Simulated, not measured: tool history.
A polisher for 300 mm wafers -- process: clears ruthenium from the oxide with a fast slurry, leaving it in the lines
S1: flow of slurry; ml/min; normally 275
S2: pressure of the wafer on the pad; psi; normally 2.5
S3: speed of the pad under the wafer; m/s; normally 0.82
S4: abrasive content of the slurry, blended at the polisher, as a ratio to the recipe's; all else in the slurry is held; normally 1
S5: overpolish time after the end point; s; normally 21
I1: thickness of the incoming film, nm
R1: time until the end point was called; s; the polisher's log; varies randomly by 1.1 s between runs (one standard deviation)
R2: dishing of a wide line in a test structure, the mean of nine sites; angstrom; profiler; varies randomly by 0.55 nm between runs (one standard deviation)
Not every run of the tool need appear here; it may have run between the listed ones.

run	hour	S1	S2	S3	S4	S5	I1	R1	R2
1	0	275	2.5	0.82	1	21	249.3	105.3	456
# hour 6.9: worn pad replaced by a new one
2	31	275	2.5	0.82	1	21	249.3	103.1	479
3	45.2	275	2.5	0.82	1	21	249.9	105.8	472
4	68.2	275	2.5	0.82	1	21	253.4	106.9	467
5	83.8	275	2.5	0.82	1	21	248.3	104.5	459
6	101.7	325	2.5	0.96	1	21	246.3	90.7	534
# hour 129.4: slurry blender recalibrated
7	130.5	325	2.5	0.96	1	21	248.9	80.7	566
8	160.4	275	2.5	0.92	1.2	21	253.1	83	581
# hour 174.3: worn pad replaced by a new one
9	179.7	275	2.5	0.92	1.2	21	247.7	77.5	599
# hour 184.1: slurry nozzle cleaned
10	212.9	275	2.5	1	1	16	247.4	80	477
11	226.1	235	2.5	0.82	1	10	247.1	97.9	256
12	242.2	275	1.7	1.1	1	21	253.6	109.2	449
13	266.5	275	2.5	0.82	1	21	252.4	103.4	485
# hour 279.4: head pressure recalibrated
14	281.4	275	2.5	0.82	1	21	252.6	105.1	478
15	308	190	1.9	0.94	1	31	249.1	126.8	552
# hour 326.6: worn pad replaced by a new one
16	334.6	250	2.9	0.54	1	21	248.2	137	369

The next listed run, before its measurement:
17	359.6	225	2	0.7	1	21	247.1	?	?

Run 17 produced R1 154.3 s, R2 329 angstrom.
Take away the tool's hidden state, keep the run-to-run variation as it was, and the same run would have given R1 134.2 s, R2 372 angstrom.
